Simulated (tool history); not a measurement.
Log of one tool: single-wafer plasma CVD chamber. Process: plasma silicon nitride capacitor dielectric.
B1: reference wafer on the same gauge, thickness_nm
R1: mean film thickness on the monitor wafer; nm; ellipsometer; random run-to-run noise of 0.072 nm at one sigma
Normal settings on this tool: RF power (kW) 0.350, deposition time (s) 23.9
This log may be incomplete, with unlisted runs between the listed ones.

Run 1, hour 0.0: usual settings; B1 38.803. Result: R1 32.641 nm.
Run 2, hour 44.2: usual settings; B1 38.804. Result: R1 32.624 nm.
Run 3, hour 89.0: usual settings but deposition time (s) 21.1; B1 38.797. Result: R1 28.690 nm.
Run 4, hour 152.6: usual settings; B1 38.813. Result: R1 32.607 nm.
Run 5, hour 209.0: usual settings; B1 38.825. Result: R1 32.546 nm.
Run 6, hour 259.0: usual settings; B1 38.812. Result: R1 32.692 nm.
Run 7, hour 304.8: usual settings; B1 38.791. Result: R1 32.622 nm.
Run 8, hour 400.1: usual settings; B1 38.826. Result: R1 32.398 nm.
Run 9, hour 468.1: usual settings; B1 38.786. Result: R1 32.376 nm.
At hour 495.9: gauge calibrated.
Run 10, hour 509.6: usual settings; B1 38.777. Result: R1 32.387 nm.
Run 11, hour 564.7: usual settings; B1 38.800. Result: R1 32.291 nm.
At hour 600.5: showerhead replaced.
Run 12, hour 607.9: usual settings but RF power (kW) 0.415; B1 38.771. Result: R1 33.443 nm.
Run 13, hour 639.6: usual settings; B1 38.822. Result: R1 32.376 nm.
At hour 689.4: RF generator calibrated.
Run 14, hour 694.8: usual settings; B1 38.807. Result: R1 32.752 nm.
Run 15, hour 743.4: usual settings but RF power (kW) 0.310, deposition time (s) 22.3; B1 38.784. Result: R1 29.772 nm.
Run 16, hour 769.1: usual settings; B1 38.804. Result: R1 32.784 nm.
Run 17, hour 805.7: usual settings but RF power (kW) 0.390; B1 38.789. Result: R1 33.521 nm.
Run 18, hour 841.1: usual settings but RF power (kW) 0.285; B1 38.777. Result: R1 31.372 nm.
Run 19, hour 908.7: usual settings but RF power (kW) 0.370, deposition time (s) 27.5; B1 38.762. Result: R1 38.182 nm.
Run 20, hour 936.3: usual settings; B1 38.784. Result: R1 32.803 nm.
Run 21, hour 970.8: usual settings but deposition time (s) 27.4; B1 38.770. Result: R1 37.698 nm.
Run 22, hour 995.0: usual settings but RF power (kW) 0.305; B1 38.834. Result: R1 31.845 nm.
Run 23, hour 1035.6: usual settings but deposition time (s) 25.2; B1 38.791. Result: R1 34.580 nm.

Branching from run 23: 5 alternative next runs. What would each branch give?
Run A, hour 1036.0: usual settings but RF power (kW) 0.330; B1 ?. Result: R1 ?.
Run B, hour 1036.0: usual settings but RF power (kW) 0.320, deposition time (s) 19.3; B1 ?. Result: R1 ?.
Run C, hour 1036.0: usual settings but RF power (kW) 0.395, deposition time (s) 20.9; B1 ?. Result: R1 ?.
Run D, hour 1036.0: usual settings but RF power (kW) 0.415, deposition time (s) 21.1; B1 ?. Result: R1 ?.
Run E, hour 1036.0: usual settings but RF power (kW) 0.385, deposition time (s) 22.1; B1 ?. Result: R1 ?.

run      B1      R1
  A  38.764  32.316
  B  38.764  25.932
  C  38.764  29.356
  D  38.764  29.959
  E  38.764  30.870
The same runs, with their run-to-run variation unchanged, on a tool lacking any hidden condition would have given:
run      R1
  A  32.400
  B  25.999
  C  29.432
  D  30.037
  E  30.950
